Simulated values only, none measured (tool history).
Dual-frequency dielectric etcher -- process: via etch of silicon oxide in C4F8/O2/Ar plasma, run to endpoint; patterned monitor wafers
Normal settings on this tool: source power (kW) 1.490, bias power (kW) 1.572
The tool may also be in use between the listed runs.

run,hour,source power (kW),bias power (kW),"incoming incoming film thickness, nm",endpoint time (s)
1,0.0,1.490,1.491,2086.1,510.3
2,15.7,1.490,1.572,2087.1,488.1
3,30.7,1.490,1.572,2071.8,492.9
4,65.2,1.490,1.572,2063.6,490.0
5,100.3,1.490,1.572,2070.0,488.1
6,126.2,1.490,1.572,2082.1,488.2
7,145.1,1.490,1.572,2079.4,491.0
8,159.3,1.490,1.572,2074.8,488.9
9,180.3,1.490,1.572,2089.2,493.3
10,208.8,1.490,1.572,2070.6,479.0
11,239.4,1.490,1.572,2069.4,484.8
12,259.2,1.490,1.572,2079.5,485.9
13,280.8,1.490,1.300,2054.6,513.1
14,311.4,1.490,1.572,2071.2,479.8
15,329.0,1.490,1.572,2094.0,489.4
16,362.4,1.490,1.572,2078.3,484.8
17,387.9,1.820,1.706,2084.2,432.4
18,420.4,1.150,1.356,2066.8,563.5
# hour 451.3: upper electrode replaced
19,451.8,1.490,1.572,2087.6,483.5
20,456.8,1.710,1.965,2089.9,423.5
# hour 504.3: wet clean of the chamber
21,504.8,1.760,1.185,2087.8,507.3
22,515.6,1.490,1.572,2093.5,500.0
23,548.3,1.490,1.572,2090.9,501.0
24,568.9,1.820,1.675,2055.0,439.6
25,581.5,1.620,1.261,2086.3,511.6
26,596.6,1.490,1.820,2054.4,465.9
# hour 611.7: source power generator calibrated
27,612.2,1.220,1.692,2066.5,523.3
# hour 618.0: bias power generator calibrated
28,639.0,1.220,1.695,2085.4,528.5
29,668.7,1.490,1.572,2097.1,493.1
30,708.1,1.490,1.386,2085.0,513.7
31,736.6,1.220,1.957,2087.3,500.1
32,767.9,1.490,1.572,2080.7,493.8
33,797.3,1.700,1.682,2084.3,452.9
34,810.4,1.610,1.305,2080.7,503.5
35,837.2,1.620,1.858,2074.0,447.1

Some steps in endpoint time (s) between neighbouring runs. How much of each would the tool show without its hidden state too (settings, what came in, random variation), and how much is left for the hidden state, with any gauge scatter that isn't in both results?
Hidden state at play: etch rate over this chamber's usual, %; source power that arrives over what is set, %; bias power that arrives over what is set, %.
Run 17 -> 18: source power (kW) 1.820 -> 1.150, bias power (kW) 1.706 -> 1.356. endpoint time (s) +131.1: hidden state -4.4, all else +135.5.
Run 18 -> 19: source power (kW) 1.150 -> 1.490, bias power (kW) 1.356 -> 1.572, upper electrode replaced. endpoint time (s) -80.0: hidden state +1.4, all else -81.4.
Run 19 -> 20: source power (kW) 1.490 -> 1.710, bias power (kW) 1.572 -> 1.965. endpoint time (s) -60.0: hidden state +1.6, all else -61.6.
Run 20 -> 21: source power (kW) 1.710 -> 1.760, bias power (kW) 1.965 -> 1.185, wet clean of the chamber. endpoint time (s) +83.8: hidden state +15.0, all else +68.8.
